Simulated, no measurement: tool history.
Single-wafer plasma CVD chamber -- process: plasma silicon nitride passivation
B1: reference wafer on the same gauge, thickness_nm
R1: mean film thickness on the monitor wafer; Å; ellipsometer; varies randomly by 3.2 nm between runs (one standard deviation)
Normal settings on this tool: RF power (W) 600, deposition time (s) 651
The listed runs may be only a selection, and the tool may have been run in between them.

run 1 hour=0 | RF_power_(W)=600 deposition_time_(s)=651 | B1=1057.943 | R1=9586.66
-- hour=57.7 RF generator calibrated
run 2 hour=64 | RF_power_(W)=600 deposition_time_(s)=651 | B1=1058.043 | R1=9838.35
run 3 hour=120.6 | RF_power_(W)=600 deposition_time_(s)=651 | B1=1057.81 | R1=9831.95
run 4 hour=148.1 | RF_power_(W)=600 deposition_time_(s)=548 | B1=1057.281 | R1=8253.78
run 5 hour=183.3 | RF_power_(W)=650 deposition_time_(s)=651 | B1=1058.29 | R1=10145.2
run 6 hour=248.7 | RF_power_(W)=650 deposition_time_(s)=651 | B1=1057.77 | R1=10141
run 7 hour=293.2 | RF_power_(W)=600 deposition_time_(s)=651 | B1=1057.673 | R1=9737.19
run 8 hour=348.8 | RF_power_(W)=600 deposition_time_(s)=651 | B1=1058.101 | R1=9692.91
run 9 hour=398 | RF_power_(W)=600 deposition_time_(s)=651 | B1=1058.131 | R1=9696.29
run 10 hour=436 | RF_power_(W)=600 deposition_time_(s)=651 | B1=1057.173 | R1=9684.72
run 11 hour=488.2 | RF_power_(W)=600 deposition_time_(s)=651 | B1=1056.539 | R1=9706.73
run 12 hour=544 | RF_power_(W)=600 deposition_time_(s)=651 | B1=1057.211 | R1=9669.16
run 13 hour=590.9 | RF_power_(W)=600 deposition_time_(s)=558 | B1=1059.2 | R1=8341.08
run 14 hour=805 | RF_power_(W)=600 deposition_time_(s)=558 | B1=1058.321 | R1=8256.57
run 15 hour=835.1 | RF_power_(W)=600 deposition_time_(s)=592 | B1=1056.635 | R1=8709.83
run 16 hour=885.7 | RF_power_(W)=600 deposition_time_(s)=651 | B1=1058.082 | R1=9578.06
run 17 hour=943.3 | RF_power_(W)=600 deposition_time_(s)=651 | B1=1058.07 | R1=9542.52
run 18 hour=1006.8 | RF_power_(W)=600 deposition_time_(s)=651 | B1=1057.836 | R1=9548.5
-- hour=1055.8 showerhead replaced, of another model than before
run 19 hour=1074.1 | RF_power_(W)=600 deposition_time_(s)=651 | B1=1058.386 | R1=9362.05
run 20 hour=1101.2 | RF_power_(W)=600 deposition_time_(s)=651 | B1=1058.242 | R1=9296.69
-- hour=1109.4 RF generator calibrated
run 21 hour=1162.6 | RF_power_(W)=600 deposition_time_(s)=651 | B1=1057.569 | R1=9859.65
run 22 hour=1194 | RF_power_(W)=600 deposition_time_(s)=651 | B1=1057.982 | R1=9834.02
run 23 hour=1230.8 | RF_power_(W)=600 deposition_time_(s)=708 | B1=1056.995 | R1=10674.42
run 24 hour=1296.5 | RF_power_(W)=515 deposition_time_(s)=726 | B1=1057.508 | R1=9478.49
run 25 hour=1364.6 | RF_power_(W)=600 deposition_time_(s)=651 | B1=1058.395 | R1=9761.9
run 26 hour=1397.5 | RF_power_(W)=650 deposition_time_(s)=551 | B1=1057.592 | R1=8700.44
run 27 hour=1468.6 | RF_power_(W)=600 deposition_time_(s)=651 | B1=1057.616 | R1=9624.68
run 28 hour=1529.2 | RF_power_(W)=600 deposition_time_(s)=651 | B1=1057.182 | R1=9614.56
run 29 hour=1586.9 | RF_power_(W)=525 deposition_time_(s)=711 | B1=1056.539 | R1=9307.33
run 30 hour=1623.6 | RF_power_(W)=660 deposition_time_(s)=651 | B1=1057.863 | R1=10231.26
-- hour=1664.4 gauge calibrated
run 31 hour=1678.6 | RF_power_(W)=635 deposition_time_(s)=746 | B1=1058.299 | R1=11496.74
run 32 hour=1706.1 | RF_power_(W)=555 deposition_time_(s)=689 | B1=1057.442 | R1=9443.49
run 33 hour=1767.6 | RF_power_(W)=645 deposition_time_(s)=651 | B1=1057.929 | R1=9960.45
run 34 hour=1808 | RF_power_(W)=710 deposition_time_(s)=689 | B1=1057.361 | R1=11264.86
run 35 hour=1869.2 | RF_power_(W)=600 deposition_time_(s)=759 | B1=1057.708 | R1=11033.84
run 36 hour=1928.4 | RF_power_(W)=525 deposition_time_(s)=606 | B1=1058.292 | R1=7844.1
run 37 hour=1966.8 | RF_power_(W)=545 deposition_time_(s)=651 | B1=1057.972 | R1=8656.63
run 38 hour=2017.6 | RF_power_(W)=600 deposition_time_(s)=651 | B1=1058.29 | R1=9402.31
run 39 hour=2069.2 | RF_power_(W)=635 deposition_time_(s)=688 | B1=1057.164 | R1=10345.74
run 40 hour=2099.4 | RF_power_(W)=600 deposition_time_(s)=706 | B1=1058.56 | R1=10115.65
run 41 hour=2138.4 | RF_power_(W)=670 deposition_time_(s)=552 | B1=1058.367 | R1=8525.48
-- hour=2167.6 RF generator calibrated
run 42 hour=2203.7 | RF_power_(W)=505 deposition_time_(s)=720 | B1=1057.95 | R1=9266.02
run 43 hour=2233 | RF_power_(W)=485 deposition_time_(s)=651 | B1=1058.037 | R1=7976.29

What if the next run were any one of these 3? Each begins from the tool's condition after run 43:
run A hour=2233.6 | RF_power_(W)=600 deposition_time_(s)=701 | B1=? | R1=?
run B hour=2233.6 | RF_power_(W)=680 deposition_time_(s)=580 | B1=? | R1=?
run C hour=2233.6 | RF_power_(W)=715 deposition_time_(s)=651 | B1=? | R1=?

run=A B1=1058.573 R1=10497.77
run=B B1=1058.573 R1=9480.63
run=C B1=1058.573 R1=10981.85
The same runs, with their run-to-run variation unchanged, on a tool lacking any hidden condition would have given:
run=A R1=10592.11
run=B R1=9565.83
run=C R1=11080.54

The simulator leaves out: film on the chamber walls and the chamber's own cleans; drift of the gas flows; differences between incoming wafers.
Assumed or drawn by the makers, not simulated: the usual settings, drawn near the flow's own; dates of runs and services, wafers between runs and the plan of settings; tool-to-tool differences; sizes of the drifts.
